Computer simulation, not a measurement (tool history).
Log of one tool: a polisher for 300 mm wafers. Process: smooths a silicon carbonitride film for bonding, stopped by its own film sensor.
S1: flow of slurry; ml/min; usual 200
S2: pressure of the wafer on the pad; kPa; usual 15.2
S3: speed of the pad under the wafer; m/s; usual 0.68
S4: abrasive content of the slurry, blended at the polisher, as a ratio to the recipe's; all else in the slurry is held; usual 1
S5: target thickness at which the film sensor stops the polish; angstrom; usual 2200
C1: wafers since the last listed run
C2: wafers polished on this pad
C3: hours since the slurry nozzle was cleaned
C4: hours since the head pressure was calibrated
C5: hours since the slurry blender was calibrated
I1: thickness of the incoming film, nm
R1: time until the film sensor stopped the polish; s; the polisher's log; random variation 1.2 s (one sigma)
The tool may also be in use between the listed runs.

run	hour	S1	S2	S3	S4	S5	C1	C2	C3	C4	C5	I1	R1
1	0	230	15.2	0.68	1	2200	0	1245	99.8	293.7	417.7	238.9	98.8
2	52.6	230	15.2	0.68	1	2200	429	1674	152.4	346.3	470.3	243.1	122.1
# hour 97.3: slurry blender recalibrated
3	100.2	200	15.2	0.68	1	2200	371	2046	200	393.9	2.9	238	99.3
# hour 142.7: worn pad replaced by a new one
4	172.2	200	15.2	0.68	1	2240	554	240	272	465.9	74.9	240.9	93.5
5	215.7	200	15.2	0.68	1	2240	354	595	315.5	509.4	118.4	235.3	63.6
6	255.1	200	15.2	0.68	1	2240	321	916	354.9	548.8	157.8	239.5	87.4
7	294.6	200	15.2	0.56	1	2200	322	1239	394.4	588.3	197.3	241.3	143.5
8	342.6	200	15.2	0.56	1	2200	391	1630	442.4	636.3	245.3	239.2	129.1
# hour 377.5: slurry nozzle cleaned
9	414.3	200	15.2	0.56	1	2200	576	2207	36.8	708	317	237.1	107.9
# hour 465.6: worn pad replaced by a new one
10	485.7	200	15.2	0.68	1	2200	549	163	108.2	779.4	388.4	241.7	116.9
11	514.1	200	15.2	0.68	1	2200	231	395	136.6	807.8	416.8	241.1	115
# hour 540.6: slurry blender recalibrated
12	555	200	15.2	0.68	1.1	2200	317	712	177.5	848.7	14.4	237.1	89.4
13	586.9	200	15.2	0.68	1.1	2200	260	973	209.4	880.6	46.3	236.9	89.7
14	611.1	200	15.2	0.68	1.1	2200	197	1170	233.6	904.8	70.5	239.6	105.7
15	658.7	200	15.2	0.68	1.25	2200	388	1558	281.2	952.4	118.1	244.7	124.4
# hour 671.3: head pressure recalibrated
16	725.1	200	13.1	0.54	0.9	2240	525	2083	347.6	53.8	184.5	242.6	149.2
# hour 753.7: worn pad replaced by a new one
17	792.6	200	15.2	0.68	1.1	2200	517	316	415.1	121.3	252	236.9	94.5
18	843	200	15.2	0.68	1	2240	411	728	465.5	171.7	302.4	241.1	97.3
19	906.9	200	15.2	0.68	1	2200	521	1249	529.4	235.6	366.3	241.5	124.3
# hour 930.1: slurry nozzle cleaned
20	957.5	240	15.2	0.68	1.25	2200	404	1653	27.4	286.2	416.9	239.5	96.1
21	988.5	240	15.2	0.68	1	2200	252	1906	58.4	317.2	447.9	242.9	121.3
22	1027.3	200	13.1	0.54	0.9	2240	316	2223	97.2	356	486.7	239.3	119.1
# hour 1035.7: slurry blender recalibrated
# hour 1058.2: worn pad replaced by a new one
23	1090.1	235	20	0.68	1	2200	463	259	160	418.8	54.4	237.5	70.9
24	1206.8	200	18.6	0.68	1.1	2200	951	1211	276.7	535.5	171.1	237.8	78.3
25	1259.5	240	12.4	0.58	1	2200	429	1641	329.4	588.2	223.8	243.7	176.4
26	1309.8	200	17.2	0.88	1.25	2200	410	2051	379.7	638.5	274.1	241.3	79.2
27	1350.1	200	20	0.5	1	2200	328	2380	420	678.8	314.4	240	110.1
# hour 1356.6: slurry nozzle cleaned
# hour 1385.5: worn pad replaced by a new one
28	1408.6	200	15.2	0.56	1	2200	436	188	52	737.3	372.9	237.2	107.8
29	1472.8	255	15.2	0.68	1	2230	523	711	116.2	801.5	437.1	240.3	90.6

Hidden state at the last listed run before each entry between runs and at the first one after, where it differs:
Between runs 2 and 3: slurry blender recalibrated (hour 97.3)
  slurry flow missing at the pad, %: 20 -> 23.9
  measured less the result without the state, R1: +2.7 -> +3.1 s
Between runs 3 and 4: worn pad replaced by a new one (hour 142.7)
  slurry flow missing at the pad, %: 23.9 -> 29.8
  measured less the result without the state, R1: +3.1 -> +3.9 s
Between runs 8 and 9: slurry nozzle cleaned (hour 377.5)
  slurry flow missing at the pad, %: 43.9 -> 7.58
  measured less the result without the state, R1: +9 -> +0.9 s
Between runs 9 and 10: worn pad replaced by a new one (hour 465.6)
  slurry flow missing at the pad, %: 7.58 -> 13.5
  measured less the result without the state, R1: +0.9 -> +1.9 s
Between runs 11 and 12: slurry blender recalibrated (hour 540.6)
  slurry flow missing at the pad, %: 15.8 -> 19.2
  measured less the result without the state, R1: +2.2 -> +2.2 s
Between runs 15 and 16: head pressure recalibrated (hour 671.3)
  slurry flow missing at the pad, %: 27.7 -> 33.2
  measured less the result without the state, R1: +4.7 -> +7.1 s
Between runs 16 and 17: worn pad replaced by a new one (hour 753.7)
  slurry flow missing at the pad, %: 33.2 -> 38.8
  measured less the result without the state, R1: +7.1 -> +5.6 s
Between runs 19 and 20: slurry nozzle cleaned (hour 930.1)
  slurry flow missing at the pad, %: 48.2 -> 4.34
  measured less the result without the state, R1: +10 -> +0.4 s
Between runs 22 and 23: slurry blender recalibrated (hour 1035.7); worn pad replaced by a new one (hour 1058.2)
  slurry flow missing at the pad, %: 10.1 -> 15.3
  measured less the result without the state, R1: +1.4 -> +1.2 s
Between runs 27 and 28: slurry nozzle cleaned (hour 1356.6); worn pad replaced by a new one (hour 1385.5)
  slurry flow missing at the pad, %: 36.7 -> 10.9
  measured less the result without the state, R1: +6 -> +1.4 s

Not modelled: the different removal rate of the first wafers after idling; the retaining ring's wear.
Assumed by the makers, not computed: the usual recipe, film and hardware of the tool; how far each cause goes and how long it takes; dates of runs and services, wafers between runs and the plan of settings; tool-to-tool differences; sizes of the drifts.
